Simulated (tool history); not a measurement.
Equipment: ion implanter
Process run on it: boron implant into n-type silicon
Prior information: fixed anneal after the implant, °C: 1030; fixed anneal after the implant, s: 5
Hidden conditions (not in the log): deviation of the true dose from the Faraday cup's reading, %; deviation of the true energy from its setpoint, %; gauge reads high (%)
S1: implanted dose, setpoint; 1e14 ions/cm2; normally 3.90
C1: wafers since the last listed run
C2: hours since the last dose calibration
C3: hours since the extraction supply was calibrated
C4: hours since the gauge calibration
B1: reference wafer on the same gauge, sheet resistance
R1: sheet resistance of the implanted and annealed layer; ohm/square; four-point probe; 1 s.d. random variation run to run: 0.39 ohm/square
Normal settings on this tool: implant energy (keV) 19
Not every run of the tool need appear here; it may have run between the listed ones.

{"run": 1, "hour": 0.0, "S1": 3.9, "implant energy (keV)": 19, "C1": 0, "C2": 1085.7, "C3": 2028.3, "C4": 186.4, "B1": 271.02, "R1": 266.34}
{"run": 2, "hour": 16.8, "S1": 3.9, "implant energy (keV)": 19, "C1": 340, "C2": 1102.5, "C3": 2045.1, "C4": 203.2, "B1": 271.06, "R1": 266.42}
{"run": 3, "hour": 33.4, "S1": 3.02, "implant energy (keV)": 23, "C1": 336, "C2": 1119.1, "C3": 2061.7, "C4": 219.8, "B1": 270.92, "R1": 319.76}
{"run": 4, "hour": 68.5, "S1": 3.02, "implant energy (keV)": 23, "C1": 712, "C2": 1154.2, "C3": 2096.8, "C4": 254.9, "B1": 271.03, "R1": 319.84}
{"run": 5, "hour": 76.3, "S1": 3.02, "implant energy (keV)": 23, "C1": 158, "C2": 1162.0, "C3": 2104.6, "C4": 262.7, "B1": 271.04, "R1": 320.21}
{"run": 6, "hour": 85.9, "S1": 3.9, "implant energy (keV)": 19, "C1": 194, "C2": 1171.6, "C3": 2114.2, "C4": 272.3, "B1": 270.98, "R1": 267.19}
{"hour": 126.1, "done": "Faraday cup replaced and dose calibrated"}
{"run": 7, "hour": 131.4, "S1": 3.9, "implant energy (keV)": 19, "C1": 761, "C2": 5.3, "C3": 2159.7, "C4": 317.8, "B1": 271.06, "R1": 256.85}
{"run": 8, "hour": 148.6, "S1": 3.9, "implant energy (keV)": 19, "C1": 349, "C2": 22.5, "C3": 2176.9, "C4": 335.0, "B1": 270.86, "R1": 257.66}
{"run": 9, "hour": 158.0, "S1": 3.9, "implant energy (keV)": 19, "C1": 190, "C2": 31.9, "C3": 2186.3, "C4": 344.4, "B1": 271.03, "R1": 257.24}
{"run": 10, "hour": 169.0, "S1": 3.9, "implant energy (keV)": 19, "C1": 223, "C2": 42.9, "C3": 2197.3, "C4": 355.4, "B1": 271.08, "R1": 257.09}
{"hour": 169.3, "done": "gauge calibrated"}
{"run": 11, "hour": 176.2, "S1": 3.9, "implant energy (keV)": 19, "C1": 146, "C2": 50.1, "C3": 2204.5, "C4": 6.9, "B1": 270.92, "R1": 257.74}
{"hour": 186.1, "done": "extraction supply calibrated"}
{"run": 12, "hour": 190.0, "S1": 3.9, "implant energy (keV)": 19, "C1": 117, "C2": 63.9, "C3": 3.9, "C4": 20.7, "B1": 270.91, "R1": 257.17}
{"run": 13, "hour": 197.7, "S1": 3.9, "implant energy (keV)": 19, "C1": 156, "C2": 71.6, "C3": 11.6, "C4": 28.4, "B1": 270.93, "R1": 257.92}

What does the tool deliver on the next run?
{"run": 14, "hour": 244.5, "S1": 4.97, "implant energy (keV)": 22, "C1": 949, "C2": 118.4, "C3": 58.4, "C4": 75.2, "B1": "?", "R1": "?"}

{"run 14": {"B1": 270.93, "R1": 208.65}}
On a tool with no hidden condition, and with the same random variation, this run would have come out at R1 209.17 ohm/square.
